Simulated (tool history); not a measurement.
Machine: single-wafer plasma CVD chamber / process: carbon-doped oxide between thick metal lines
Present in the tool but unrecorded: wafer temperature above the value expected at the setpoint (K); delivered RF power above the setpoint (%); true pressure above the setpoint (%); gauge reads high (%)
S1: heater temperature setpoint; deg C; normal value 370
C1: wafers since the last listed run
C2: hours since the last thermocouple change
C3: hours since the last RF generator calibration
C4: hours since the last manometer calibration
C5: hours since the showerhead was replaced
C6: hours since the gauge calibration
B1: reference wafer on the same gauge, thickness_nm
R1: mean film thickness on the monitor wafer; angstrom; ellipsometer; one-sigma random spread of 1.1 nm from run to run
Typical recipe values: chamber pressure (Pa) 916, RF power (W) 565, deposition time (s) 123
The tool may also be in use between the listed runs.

{"run": 1, "day": 0.0, "S1": 370, "chamber pressure (Pa)": 916, "RF power (W)": 565, "deposition time (s)": 123, "C1": 0, "C2": 2224.9, "C3": 631.5, "C4": 2105.0, "C5": 2847.7, "C6": 1070.5, "B1": 661.662, "R1": 7104.68}
{"run": 2, "day": 1.412, "S1": 370, "chamber pressure (Pa)": 916, "RF power (W)": 565, "deposition time (s)": 123, "C1": 403, "C2": 2258.8, "C3": 665.4, "C4": 2138.9, "C5": 2881.6, "C6": 1104.4, "B1": 662.037, "R1": 7112.59}
{"run": 3, "day": 2.7, "S1": 370, "chamber pressure (Pa)": 916, "RF power (W)": 565, "deposition time (s)": 134, "C1": 367, "C2": 2289.7, "C3": 696.3, "C4": 2169.8, "C5": 2912.5, "C6": 1135.3, "B1": 662.186, "R1": 7713.02}
{"run": 4, "day": 3.525, "S1": 370, "chamber pressure (Pa)": 916, "RF power (W)": 565, "deposition time (s)": 134, "C1": 235, "C2": 2309.5, "C3": 716.1, "C4": 2189.6, "C5": 2932.3, "C6": 1155.1, "B1": 661.659, "R1": 7735.0}
{"run": 5, "day": 4.308, "S1": 370, "chamber pressure (Pa)": 916, "RF power (W)": 565, "deposition time (s)": 134, "C1": 223, "C2": 2328.3, "C3": 734.9, "C4": 2208.4, "C5": 2951.1, "C6": 1173.9, "B1": 661.925, "R1": 7724.06}
{"run": 6, "day": 5.792, "S1": 379, "chamber pressure (Pa)": 916, "RF power (W)": 565, "deposition time (s)": 123, "C1": 423, "C2": 2363.9, "C3": 770.5, "C4": 2244.0, "C5": 2986.7, "C6": 1209.5, "B1": 662.16, "R1": 6970.1}
{"day": 6.688, "done": "gauge calibrated"}
{"day": 6.725, "done": "RF generator calibrated"}
{"run": 7, "day": 9.292, "S1": 379, "chamber pressure (Pa)": 916, "RF power (W)": 565, "deposition time (s)": 123, "C1": 903, "C2": 2447.9, "C3": 61.6, "C4": 2328.0, "C5": 3070.7, "C6": 62.5, "B1": 661.779, "R1": 7044.16}
{"run": 8, "day": 10.375, "S1": 379, "chamber pressure (Pa)": 916, "RF power (W)": 565, "deposition time (s)": 123, "C1": 309, "C2": 2473.9, "C3": 87.6, "C4": 2354.0, "C5": 3096.7, "C6": 88.5, "B1": 662.141, "R1": 7044.45}
{"day": 11.383, "done": "capacitance manometer re-zeroed and calibrated"}
{"run": 9, "day": 11.404, "S1": 357, "chamber pressure (Pa)": 916, "RF power (W)": 650, "deposition time (s)": 132, "C1": 198, "C2": 2498.6, "C3": 112.3, "C4": 0.5, "C5": 3121.4, "C6": 113.2, "B1": 662.089, "R1": 8465.3}
{"run": 10, "day": 11.971, "S1": 370, "chamber pressure (Pa)": 916, "RF power (W)": 565, "deposition time (s)": 123, "C1": 161, "C2": 2512.2, "C3": 125.9, "C4": 14.1, "C5": 3135.0, "C6": 126.8, "B1": 661.948, "R1": 7174.29}
{"day": 13.288, "done": "showerhead replaced"}
{"run": 11, "day": 14.838, "S1": 370, "chamber pressure (Pa)": 793, "RF power (W)": 490, "deposition time (s)": 123, "C1": 722, "C2": 2581.0, "C3": 194.7, "C4": 82.9, "C5": 37.2, "C6": 195.6, "B1": 662.225, "R1": 6542.65}
{"run": 12, "day": 15.625, "S1": 370, "chamber pressure (Pa)": 916, "RF power (W)": 565, "deposition time (s)": 123, "C1": 224, "C2": 2599.9, "C3": 213.6, "C4": 101.8, "C5": 56.1, "C6": 214.5, "B1": 662.387, "R1": 7149.02}
{"run": 13, "day": 16.262, "S1": 370, "chamber pressure (Pa)": 916, "RF power (W)": 565, "deposition time (s)": 111, "C1": 181, "C2": 2615.2, "C3": 228.9, "C4": 117.1, "C5": 71.4, "C6": 229.8, "B1": 662.375, "R1": 6465.07}
{"run": 14, "day": 19.15, "S1": 370, "chamber pressure (Pa)": 916, "RF power (W)": 565, "deposition time (s)": 136, "C1": 823, "C2": 2684.5, "C3": 298.2, "C4": 186.4, "C5": 140.7, "C6": 299.1, "B1": 662.214, "R1": 7889.82}
{"run": 15, "day": 20.471, "S1": 370, "chamber pressure (Pa)": 916, "RF power (W)": 565, "deposition time (s)": 123, "C1": 376, "C2": 2716.2, "C3": 329.9, "C4": 218.1, "C5": 172.4, "C6": 330.8, "B1": 662.401, "R1": 7128.94}
{"day": 20.858, "done": "thermocouple changed; heater temperature recalibrated"}
{"run": 16, "day": 21.025, "S1": 375, "chamber pressure (Pa)": 916, "RF power (W)": 565, "deposition time (s)": 123, "C1": 63, "C2": 4.0, "C3": 343.2, "C4": 231.4, "C5": 185.7, "C6": 344.1, "B1": 661.671, "R1": 7077.3}
{"run": 17, "day": 21.692, "S1": 370, "chamber pressure (Pa)": 916, "RF power (W)": 675, "deposition time (s)": 132, "C1": 190, "C2": 20.0, "C3": 359.2, "C4": 247.4, "C5": 201.7, "C6": 360.1, "B1": 662.185, "R1": 8368.99}
{"run": 18, "day": 22.496, "S1": 370, "chamber pressure (Pa)": 916, "RF power (W)": 610, "deposition time (s)": 123, "C1": 229, "C2": 39.3, "C3": 378.5, "C4": 266.7, "C5": 221.0, "C6": 379.4, "B1": 662.05, "R1": 7408.99}
{"run": 19, "day": 23.829, "S1": 370, "chamber pressure (Pa)": 916, "RF power (W)": 625, "deposition time (s)": 142, "C1": 380, "C2": 71.3, "C3": 410.5, "C4": 298.7, "C5": 253.0, "C6": 411.4, "B1": 662.149, "R1": 8656.01}
{"run": 20, "day": 24.812, "S1": 360, "chamber pressure (Pa)": 1060, "RF power (W)": 565, "deposition time (s)": 123, "C1": 280, "C2": 94.9, "C3": 434.1, "C4": 322.3, "C5": 276.6, "C6": 435.0, "B1": 661.959, "R1": 7354.63}
{"run": 21, "day": 26.029, "S1": 365, "chamber pressure (Pa)": 827, "RF power (W)": 565, "deposition time (s)": 142, "C1": 347, "C2": 124.1, "C3": 463.3, "C4": 351.5, "C5": 305.8, "C6": 464.2, "B1": 661.975, "R1": 8227.59}
{"run": 22, "day": 27.492, "S1": 361, "chamber pressure (Pa)": 744, "RF power (W)": 485, "deposition time (s)": 112, "C1": 417, "C2": 159.2, "C3": 498.4, "C4": 386.6, "C5": 340.9, "C6": 499.3, "B1": 661.982, "R1": 5969.84}
{"run": 23, "day": 28.038, "S1": 363, "chamber pressure (Pa)": 916, "RF power (W)": 565, "deposition time (s)": 123, "C1": 155, "C2": 172.3, "C3": 511.5, "C4": 399.7, "C5": 354.0, "C6": 512.4, "B1": 661.841, "R1": 7228.86}
{"run": 24, "day": 29.183, "S1": 370, "chamber pressure (Pa)": 820, "RF power (W)": 565, "deposition time (s)": 123, "C1": 326, "C2": 199.8, "C3": 539.0, "C4": 427.2, "C5": 381.5, "C6": 539.9, "B1": 661.943, "R1": 7049.98}
{"run": 25, "day": 29.825, "S1": 370, "chamber pressure (Pa)": 916, "RF power (W)": 565, "deposition time (s)": 123, "C1": 183, "C2": 215.2, "C3": 554.4, "C4": 442.6, "C5": 396.9, "C6": 555.3, "B1": 661.964, "R1": 7106.54}
{"run": 26, "day": 31.154, "S1": 370, "chamber pressure (Pa)": 916, "RF power (W)": 565, "deposition time (s)": 123, "C1": 379, "C2": 247.1, "C3": 586.3, "C4": 474.5, "C5": 428.8, "C6": 587.2, "B1": 662.245, "R1": 7121.73}
{"run": 27, "day": 31.696, "S1": 364, "chamber pressure (Pa)": 1015, "RF power (W)": 640, "deposition time (s)": 111, "C1": 154, "C2": 260.1, "C3": 599.3, "C4": 487.5, "C5": 441.8, "C6": 600.2, "B1": 662.007, "R1": 6983.78}
{"run": 28, "day": 32.35, "S1": 370, "chamber pressure (Pa)": 916, "RF power (W)": 565, "deposition time (s)": 123, "C1": 186, "C2": 275.8, "C3": 615.0, "C4": 503.2, "C5": 457.5, "C6": 615.9, "B1": 661.873, "R1": 7111.39}

Consider 4 possible next runs. They are alternatives, not a sequence: every one starts from the tool as it was left by run 28. What does each give?
{"run": "A", "day": 32.367, "S1": 370, "chamber pressure (Pa)": 1071, "RF power (W)": 565, "deposition time (s)": 123, "C1": 4, "C2": 276.2, "C3": 615.4, "C4": 503.6, "C5": 457.9, "C6": 616.3, "B1": "?", "R1": "?"}
{"run": "B", "day": 32.367, "S1": 378, "chamber pressure (Pa)": 803, "RF power (W)": 455, "deposition time (s)": 107, "C1": 4, "C2": 276.2, "C3": 615.4, "C4": 503.6, "C5": 457.9, "C6": 616.3, "B1": "?", "R1": "?"}
{"run": "C", "day": 32.367, "S1": 358, "chamber pressure (Pa)": 916, "RF power (W)": 615, "deposition time (s)": 123, "C1": 4, "C2": 276.2, "C3": 615.4, "C4": 503.6, "C5": 457.9, "C6": 616.3, "B1": "?", "R1": "?"}
{"run": "D", "day": 32.367, "S1": 370, "chamber pressure (Pa)": 916, "RF power (W)": 565, "deposition time (s)": 117, "C1": 4, "C2": 276.2, "C3": 615.4, "C4": 503.6, "C5": 457.9, "C6": 616.3, "B1": "?", "R1": "?"}

run=A B1=662.350 R1=7182.44
run=B B1=662.350 R1=5390.35
run=C B1=662.350 R1=7582.99
run=D B1=662.350 R1=6755.25
Had the tool no hidden state, the same runs would have come out as:
run=A R1=7238.97
run=B R1=5435.10
run=C R1=7642.66
run=D R1=6808.41
